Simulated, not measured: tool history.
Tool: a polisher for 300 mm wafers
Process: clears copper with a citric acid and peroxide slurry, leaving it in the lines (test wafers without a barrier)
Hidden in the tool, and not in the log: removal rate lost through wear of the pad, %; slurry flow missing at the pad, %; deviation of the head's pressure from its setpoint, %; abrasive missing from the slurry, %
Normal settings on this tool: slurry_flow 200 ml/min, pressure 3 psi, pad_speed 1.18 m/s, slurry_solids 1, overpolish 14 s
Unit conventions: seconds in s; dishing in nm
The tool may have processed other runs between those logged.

run,hour,slurry_flow,pressure,pad_speed,slurry_solids,overpolish,wafers since the last listed run,wafers polished on this pad,hours since the slurry nozzle was cleaned,hours since the head pressure was calibrated,hours since the slurry blender was calibrated,"incoming thickness of the incoming film, nm",seconds,dishing
1,0,200,3,1.18,1,14,0,261,347.6,955.3,62.6,362.5,143.4,24.9
2,23.4,200,3,1.18,1,14,120,381,371,978.7,86,363.8,137.9,24.2
3,67.2,200,3,1.18,1,14,225,606,414.8,1022.5,129.8,364.7,144.4,24
4,84.8,200,3,1.18,1,14,90,697,432.4,1040.1,147.4,367.7,148.1,24
5,102.4,200,3,1.18,1,14,90,787,450,1057.7,165,363.7,148.7,24.3
6,115,200,3,1.18,1,14,64,852,462.6,1070.3,177.6,372.9,149.2,24.1
# hour 144.4: worn pad replaced by a new one
7,144.9,200,3,1.06,1,14,133,2,492.5,1100.2,207.5,365.4,165.6,23.3
# hour 158.3: head pressure recalibrated
8,163.9,200,3,0.84,1,14,87,90,511.5,5.6,226.5,356.8,193.5,18.5
9,181.3,200,4,0.82,1,7,89,179,528.9,23,243.9,364.8,151.4,13
10,198.2,260,3,0.96,1,10,86,266,545.8,39.9,260.8,367.9,173.9,15.5
11,233.9,200,3,1.04,0.85,17,183,449,581.5,75.6,296.5,369.6,164,25.6
12,247.5,200,3,1.18,0.8,7,69,519,595.1,89.2,310.1,365.8,147.5,12.1
13,272,160,3,1.18,1,12,125,645,619.6,113.7,334.6,363.2,151.3,20.1
14,285.5,200,3,1.18,1,14,69,715,633.1,127.2,348.1,364.8,147,24.2
15,308.4,200,3,1.18,1,14,117,832,656,150.1,371,370.3,151.8,23.9
16,328.1,200,3,1.18,1,14,101,934,675.7,169.8,390.7,360.3,148.7,24.1
# hour 333: slurry blender recalibrated
# hour 341.7: slurry nozzle cleaned
17,348.6,200,3,1,1,14,89,1024,6.9,190.3,15.6,362.1,164.8,22
# hour 362.5: worn pad replaced by a new one, of another model than before
18,368.9,200,3,1.32,1,14,83,33,27.2,210.6,35.9,363.7,136.3,26.6
19,393.1,200,3,1.18,1.15,14,124,157,51.4,234.8,60.1,366.6,139.2,25.1
20,425.7,200,3.7,0.88,1,18,167,325,84,267.4,92.7,363.1,142.9,30.5
21,451.3,200,3,0.98,1,14,131,456,109.6,293,118.3,365.9,163.6,22
22,475.1,150,3,1.18,1,14,122,579,133.4,316.8,142.1,362.9,151.3,24
23,507.7,200,3,0.86,1,14,167,746,166,349.4,174.7,368.3,173.9,20.4
24,532.5,200,3,1.18,1,14,127,874,190.8,374.2,199.5,366.7,149.3,24.6
25,562.5,225,3,1.18,1.15,14,154,1028,220.8,404.2,229.5,363.6,146.2,24.2
# hour 570.3: worn pad replaced by a new one
26,591.5,200,3,1.18,1,14,128,108,249.8,433.2,258.5,362.8,150.3,24.1
27,620.1,140,3,1.18,1,18,147,255,278.4,461.8,287.1,362.1,150.2,29.5
28,633,200,3,1.18,1,14,66,322,291.3,474.7,300,363.6,148.3,23.7
29,663.2,200,3,1.18,1,14,155,477,321.5,504.9,330.2,362.3,147.8,23.8

Alternative continuations, all from the tool just after run 29; predict every row:
A,663.7,200,3,1.18,1,20,2,479,322,505.4,330.7,365.5,?,?
B,663.7,165,3,0.98,0.9,14,2,479,322,505.4,330.7,365.5,?,?
C,663.7,200,3.5,0.98,1,14,2,479,322,505.4,330.7,365.5,?,?

run,seconds,dishing
A,151.5,32.7
B,171.3,21.6
C,149.4,24.5
Without the tool's unlogged condition, the same runs would have read:
run,seconds,dishing
A,141.9,34.6
B,160.5,22.9
C,139.9,25.9
